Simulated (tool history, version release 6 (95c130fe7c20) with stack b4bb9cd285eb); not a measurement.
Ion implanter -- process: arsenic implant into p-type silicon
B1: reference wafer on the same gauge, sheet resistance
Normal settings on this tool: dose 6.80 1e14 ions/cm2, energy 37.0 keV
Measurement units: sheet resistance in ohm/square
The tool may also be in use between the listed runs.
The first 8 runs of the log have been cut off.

{"hour": 351.4, "done": "Faraday cup replaced and dose calibrated"}
{"hour": 360.8, "done": "extraction supply calibrated"}
{"run": 9, "hour": 375.7, "dose": 6.8, "energy": 37.0, "B1": 172.01, "sheet resistance": 161.89}
{"hour": 405.8, "done": "gauge calibrated"}
{"run": 10, "hour": 447.0, "dose": 6.8, "energy": 37.0, "B1": 172.27, "sheet resistance": 163.21}
{"run": 11, "hour": 500.0, "dose": 6.8, "energy": 37.0, "B1": 172.14, "sheet resistance": 163.93}
{"run": 12, "hour": 583.2, "dose": 6.8, "energy": 37.0, "B1": 171.89, "sheet resistance": 163.94}
{"run": 13, "hour": 632.9, "dose": 6.8, "energy": 37.0, "B1": 171.78, "sheet resistance": 160.88}
{"run": 14, "hour": 693.1, "dose": 6.8, "energy": 37.0, "B1": 171.93, "sheet resistance": 163.22}
{"run": 15, "hour": 723.5, "dose": 5.47, "energy": 33.5, "B1": 172.18, "sheet resistance": 195.01}
{"run": 16, "hour": 791.3, "dose": 8.78, "energy": 25.0, "B1": 172.01, "sheet resistance": 148.97}
{"run": 17, "hour": 851.4, "dose": 6.8, "energy": 37.0, "B1": 172.04, "sheet resistance": 162.56}
{"run": 18, "hour": 1037.8, "dose": 6.8, "energy": 37.0, "B1": 171.89, "sheet resistance": 160.31}
{"run": 19, "hour": 1088.0, "dose": 6.22, "energy": 25.5, "B1": 172.14, "sheet resistance": 183.53}
{"run": 20, "hour": 1132.1, "dose": 7.86, "energy": 37.0, "B1": 172.11, "sheet resistance": 144.1}
{"run": 21, "hour": 1168.9, "dose": 6.8, "energy": 37.0, "B1": 171.86, "sheet resistance": 161.79}
{"run": 22, "hour": 1210.2, "dose": 8.48, "energy": 40.5, "B1": 172.06, "sheet resistance": 133.87}
{"run": 23, "hour": 1242.6, "dose": 6.8, "energy": 37.0, "B1": 172.04, "sheet resistance": 161.16}
{"run": 24, "hour": 1286.9, "dose": 6.8, "energy": 37.0, "B1": 171.95, "sheet resistance": 161.97}
{"run": 25, "hour": 1312.8, "dose": 6.8, "energy": 37.0, "B1": 172.13, "sheet resistance": 160.99}
{"run": 26, "hour": 1347.2, "dose": 6.8, "energy": 28.0, "B1": 171.92, "sheet resistance": 170.95}
{"run": 27, "hour": 1394.7, "dose": 6.13, "energy": 42.0, "B1": 171.94, "sheet resistance": 170.62}
{"run": 28, "hour": 1430.9, "dose": 8.82, "energy": 25.0, "B1": 171.98, "sheet resistance": 147.68}
{"run": 29, "hour": 1476.7, "dose": 5.99, "energy": 47.0, "B1": 171.89, "sheet resistance": 169.46}
{"run": 30, "hour": 1632.1, "dose": 7.88, "energy": 28.0, "B1": 171.94, "sheet resistance": 153.7}
{"run": 31, "hour": 1679.5, "dose": 6.8, "energy": 46.0, "B1": 172.11, "sheet resistance": 155.42}

Run 32 is up next; what results do you expect?
{"run": 32, "hour": 1713.1, "dose": 8.53, "energy": 31.5, "B1": "?", "sheet resistance": "?"}

{"run 32": {"B1": 172.09, "sheet resistance": 141.91}}
Had the tool carried no hidden state, the very same run would have given sheet resistance 143.59 ohm/square.

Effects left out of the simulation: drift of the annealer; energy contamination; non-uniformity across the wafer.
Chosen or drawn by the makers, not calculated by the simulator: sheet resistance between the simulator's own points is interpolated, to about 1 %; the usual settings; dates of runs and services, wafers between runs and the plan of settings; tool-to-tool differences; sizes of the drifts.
